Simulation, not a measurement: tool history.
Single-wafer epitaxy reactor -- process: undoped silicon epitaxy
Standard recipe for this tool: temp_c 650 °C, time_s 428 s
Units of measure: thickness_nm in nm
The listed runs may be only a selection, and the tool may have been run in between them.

| run | day | temp_c | time_s | wafers since the last listed run | hours since the last pyrometer calibration | hours since the gauge calibration | read-back reference wafer on the same gauge, thickness_nm | thickness_nm |
|---|---|---|---|---|---|---|---|---|
| 1 | 0 | 650 | 371 | 0 | 1548.8 | 261.7 | 67.394 | 69.563 |
| 2 | 0.738 | 650 | 371 | 60 | 1566.5 | 279.4 | 67.445 | 69.745 |
| 3 | 1.242 | 655 | 402 | 41 | 1578.6 | 291.5 | 67.343 | 83.64 |
| 4 | 2.167 | 655 | 402 | 76 | 1600.8 | 313.7 | 67.543 | 83.996 |
| 5 | 4.342 | 655 | 402 | 178 | 1653 | 365.9 | 67.314 | 84.31 |
| 6 | 5.533 | 661 | 428 | 98 | 1681.6 | 394.5 | 67.479 | 101.711 |
| 7 | 6.275 | 661 | 428 | 61 | 1699.4 | 412.3 | 67.338 | 101.926 |
| 8 | 10.304 | 650 | 428 | 331 | 1796.1 | 509 | 67.512 | 80.255 |
| 9 | 10.912 | 650 | 428 | 50 | 1810.7 | 523.6 | 67.364 | 80.785 |
| 10 | 12.308 | 650 | 428 | 114 | 1844.2 | 557.1 | 67.256 | 80.635 |
| 11 | 13.708 | 650 | 428 | 115 | 1877.8 | 590.7 | 67.387 | 80.662 |
| 12 | 15.196 | 658 | 370 | 122 | 1913.5 | 626.4 | 67.398 | 82.166 |
| 13 | 16.196 | 658 | 370 | 82 | 1937.5 | 650.4 | 67.337 | 81.842 |
|  | 17.5 | pyrometer calibrated |
| 14 | 17.512 | 650 | 391 | 80 | 0.3 | 682 | 67.335 | 67.366 |
| 15 | 18.379 | 650 | 391 | 71 | 21.1 | 702.8 | 67.528 | 67.491 |
| 16 | 19.242 | 650 | 428 | 70 | 41.8 | 723.5 | 67.402 | 73.377 |
| 17 | 20.379 | 659 | 428 | 93 | 69.1 | 750.8 | 67.459 | 90.493 |
| 18 | 21.133 | 650 | 428 | 62 | 87.2 | 768.9 | 67.41 | 74.008 |
| 19 | 22.562 | 650 | 428 | 117 | 121.5 | 803.2 | 67.505 | 73.804 |
|  | 25.983 | gauge calibrated |
| 20 | 27.05 | 650 | 428 | 369 | 229.2 | 25.6 | 67.324 | 75.191 |
| 21 | 28.388 | 650 | 428 | 110 | 261.3 | 57.7 | 67.355 | 75.68 |
| 22 | 29.496 | 650 | 428 | 91 | 287.9 | 84.3 | 67.379 | 75.835 |
| 23 | 30.946 | 650 | 428 | 119 | 322.7 | 119.1 | 67.463 | 75.701 |
| 24 | 31.717 | 663 | 502 | 63 | 341.2 | 137.6 | 67.384 | 116.633 |
| 25 | 32.388 | 664 | 472 | 55 | 357.3 | 153.7 | 67.495 | 112.749 |
| 26 | 33.517 | 644 | 390 | 92 | 384.4 | 180.8 | 67.484 | 61.039 |
| 27 | 34.083 | 650 | 428 | 46 | 398 | 194.4 | 67.546 | 77.084 |
| 28 | 34.917 | 655 | 474 | 68 | 418 | 214.4 | 67.412 | 94.074 |
| 29 | 36.175 | 645 | 373 | 103 | 448.2 | 244.6 | 67.37 | 59.701 |
| 30 | 37.562 | 640 | 351 | 114 | 481.5 | 277.9 | 67.352 | 50.896 |
| 31 | 38.642 | 663 | 428 | 88 | 507.4 | 303.8 | 67.265 | 101.412 |
| 32 | 39.212 | 654 | 428 | 46 | 521.1 | 317.5 | 67.409 | 83.718 |
| 33 | 39.979 | 638 | 454 | 63 | 539.5 | 335.9 | 67.445 | 62.634 |
| 34 | 40.754 | 638 | 406 | 63 | 558.1 | 354.5 | 67.431 | 56.396 |
| 35 | 41.467 | 661 | 471 | 58 | 575.2 | 371.6 | 67.402 | 106.589 |
| 36 | 42.033 | 657 | 402 | 46 | 588.8 | 385.2 | 67.311 | 83.109 |
| 37 | 42.871 | 650 | 428 | 68 | 608.9 | 405.3 | 67.435 | 77.581 |
| 38 | 44.05 | 654 | 478 | 97 | 637.2 | 433.6 | 67.455 | 94.322 |
| 39 | 45.412 | 643 | 502 | 112 | 669.9 | 466.3 | 67.474 | 78.551 |
| 40 | 46.588 | 660 | 397 | 96 | 698.1 | 494.5 | 67.338 | 88.985 |
| 41 | 48.058 | 641 | 506 | 121 | 733.4 | 529.8 | 67.45 | 74.943 |
| 42 | 48.754 | 650 | 428 | 57 | 750.1 | 546.5 | 67.311 | 77.998 |
| 43 | 50.188 | 663 | 474 | 117 | 784.5 | 580.9 | 67.376 | 113.325 |
| 44 | 50.904 | 650 | 428 | 58 | 801.7 | 598.1 | 67.349 | 76.836 |
| 45 | 51.579 | 650 | 402 | 55 | 817.9 | 614.3 | 67.43 | 72.838 |
| 46 | 55.221 | 665 | 365 | 299 | 905.3 | 701.7 | 67.422 | 91.287 |
| 47 | 56.233 | 641 | 428 | 83 | 929.6 | 726 | 67.361 | 64.556 |

Forecast each of these 4 alternatives for the next run:
| A | 56.254 | 650 | 428 | 1 | 930.1 | 726.5 | ? | ? |
| B | 56.254 | 635 | 488 | 1 | 930.1 | 726.5 | ? | ? |
| C | 56.254 | 664 | 380 | 1 | 930.1 | 726.5 | ? | ? |
| D | 56.254 | 659 | 348 | 1 | 930.1 | 726.5 | ? | ? |

| run | read-back reference wafer on the same gauge, thickness_nm | thickness_nm |
|---|---|---|
| A | 67.451 | 78.219 |
| B | 67.451 | 64.39 |
| C | 67.451 | 93.255 |
| D | 67.451 | 76.945 |
With the hidden condition removed and each run's random variation left untouched, the same runs would have given:
| run | thickness_nm |
|---|---|
| A | 73.548 |
| B | 60.423 |
| C | 87.844 |
| D | 72.434 |

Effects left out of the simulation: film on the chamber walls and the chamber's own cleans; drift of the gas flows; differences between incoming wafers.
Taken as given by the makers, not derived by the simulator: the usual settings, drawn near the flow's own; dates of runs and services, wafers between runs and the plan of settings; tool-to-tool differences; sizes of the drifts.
